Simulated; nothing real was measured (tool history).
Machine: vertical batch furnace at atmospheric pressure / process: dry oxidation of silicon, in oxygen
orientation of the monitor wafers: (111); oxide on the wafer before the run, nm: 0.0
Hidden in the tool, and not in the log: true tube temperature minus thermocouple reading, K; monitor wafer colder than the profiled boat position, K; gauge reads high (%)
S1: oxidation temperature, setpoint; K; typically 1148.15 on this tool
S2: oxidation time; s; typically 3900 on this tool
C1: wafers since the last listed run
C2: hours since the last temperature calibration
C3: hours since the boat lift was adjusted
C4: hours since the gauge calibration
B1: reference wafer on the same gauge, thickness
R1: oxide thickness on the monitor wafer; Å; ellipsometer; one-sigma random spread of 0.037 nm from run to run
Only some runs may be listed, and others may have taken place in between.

run,day,S1,S2,C1,C2,C3,C4,B1,R1
1,0.000,1140.15,5370,0,3002.7,4000.6,287.1,19.79,251.2
2,1.079,1140.15,5370,282,3028.6,4026.5,313.0,19.81,250.9
3,2.521,1148.15,3900,377,3063.2,4061.1,347.6,19.79,218.6
4,3.212,1148.15,3900,181,3079.8,4077.7,364.2,19.79,218.4
5,4.075,1148.15,3900,226,3100.5,4098.4,384.9,19.80,218.1
6,4.908,1148.15,3900,218,3120.5,4118.4,404.9,19.80,218.1
7,5.662,1148.15,3900,197,3138.6,4136.5,423.0,19.80,218.8
# day 6.933: boat lift adjusted
8,6.946,1148.15,3900,74,3169.4,0.3,453.8,19.81,228.2
9,7.854,1148.15,3900,238,3191.2,22.1,475.6,19.79,228.5
10,8.600,1148.15,3900,195,3209.1,40.0,493.5,19.81,228.6
11,10.058,1148.15,3900,382,3244.1,75.0,528.5,19.79,228.4
12,11.308,1157.15,2670,327,3274.1,105.0,558.5,19.80,192.9

Run 13, settings as shown, results not yet in. Your forecast:
13,12.550,1137.15,4770,325,3303.9,134.8,588.3,?,?

{"run 13": {"B1": 19.81, "R1": 233.4}}
Minus the tool's unlogged condition, the same run would have read R1 233.9 Å.
